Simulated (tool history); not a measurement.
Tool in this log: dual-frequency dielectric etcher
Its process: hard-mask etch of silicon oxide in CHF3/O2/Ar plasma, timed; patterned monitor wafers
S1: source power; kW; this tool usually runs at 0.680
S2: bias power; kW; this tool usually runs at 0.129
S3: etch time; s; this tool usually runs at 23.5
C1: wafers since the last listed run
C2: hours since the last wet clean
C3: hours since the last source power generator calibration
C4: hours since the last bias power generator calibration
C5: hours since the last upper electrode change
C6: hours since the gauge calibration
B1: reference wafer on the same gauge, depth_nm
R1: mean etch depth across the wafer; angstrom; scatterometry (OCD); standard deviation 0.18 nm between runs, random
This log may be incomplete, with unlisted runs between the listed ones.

run   hour     S1     S2    S3   C1     C2      C3      C4      C5     C6     B1     R1
  1    0.0  0.680  0.121  23.5    0  308.0  3712.6  1795.1  5204.4  115.7  49.09  408.1
  2   31.3  0.680  0.121  23.5  372  339.3  3743.9  1826.4  5235.7  147.0  49.11  408.7
  3   56.6  0.680  0.121  23.5  301  364.6  3769.2  1851.7  5261.0  172.3  49.17  409.5
  4   82.4  0.570  0.129  28.0  307  390.4  3795.0  1877.5  5286.8  198.1  49.25  469.6
  5  104.5  0.570  0.129  28.0  263  412.5  3817.1  1899.6  5308.9  220.2  49.28  468.3
  6  121.2  0.760  0.129  23.5  198  429.2  3833.8  1916.3  5325.6  236.9  49.34  438.9
  7  133.4  0.760  0.129  23.5  145  441.4  3846.0  1928.5  5337.8  249.1  49.31  439.3
     157.9  -- upper electrode replaced
     165.2  -- wet clean of the chamber
  8  165.7  0.760  0.129  23.5   11    0.5  3878.3  1960.8     7.8  281.4  49.36  442.3
  9  169.3  0.680  0.129  23.5   42    4.1  3881.9  1964.4    11.4  285.0  49.37  420.9
 10  198.6  0.680  0.129  23.5  348   33.4  3911.2  1993.7    40.7  314.3  49.47  419.8
 11  210.9  0.760  0.129  23.5  146   45.7  3923.5  2006.0    53.0  326.6  49.48  435.5
     218.8  -- bias power generator calibrated
 12  226.4  0.680  0.129  27.5  136   61.2  3939.0     7.6    68.5  342.1  49.52  492.3
 13  245.0  0.680  0.129  23.5  221   79.8  3957.6    26.2    87.1  360.7  49.57  426.3
 14  270.6  0.520  0.115  20.0  304  105.4  3983.2    51.8   112.7  386.3  49.62  310.7
     289.2  -- gauge calibrated
     289.6  -- source power generator calibrated
 15  290.1  0.680  0.115  19.0  184  124.9     0.5    71.3   132.2    0.9  48.76  323.2
 16  307.6  0.820  0.129  30.0  208  142.4    18.0    88.8   149.7   18.4  48.81  573.0
 17  327.7  0.680  0.156  23.5  239  162.5    38.1   108.9   169.8   38.5  48.85  446.1
 18  341.9  0.570  0.129  30.0  169  176.7    52.3   123.1   184.0   52.7  48.92  495.6
 19  360.8  0.570  0.129  30.0  225  195.6    71.2   142.0   202.9   71.6  48.95  496.1
 20  374.3  0.570  0.129  28.5  160  209.1    84.7   155.5   216.4   85.1  48.93  468.3

Consider 5 possible next runs. They are alternatives, not a sequence: every one starts from the tool as it was left by run 20. What does each give?
  A  374.7  0.680  0.129  23.5   4  209.5  85.1  155.9  216.8  85.5   ?   ?
  B  374.7  0.830  0.129  23.5   4  209.5  85.1  155.9  216.8  85.5   ?   ?
  C  374.7  0.840  0.129  26.5   4  209.5  85.1  155.9  216.8  85.5   ?   ?
  D  374.7  0.750  0.129  30.5   4  209.5  85.1  155.9  216.8  85.5   ?   ?
  E  374.7  0.610  0.129  17.0   4  209.5  85.1  155.9  216.8  85.5   ?   ?

run     B1     R1
  A  48.94  416.0
  B  48.94  449.7
  C  48.94  509.5
  D  48.94  560.9
  E  48.94  288.5
Without the tool's unlogged condition, the same runs would have read:
run     R1
  A  414.7
  B  448.4
  C  508.0
  D  559.3
  E  287.6

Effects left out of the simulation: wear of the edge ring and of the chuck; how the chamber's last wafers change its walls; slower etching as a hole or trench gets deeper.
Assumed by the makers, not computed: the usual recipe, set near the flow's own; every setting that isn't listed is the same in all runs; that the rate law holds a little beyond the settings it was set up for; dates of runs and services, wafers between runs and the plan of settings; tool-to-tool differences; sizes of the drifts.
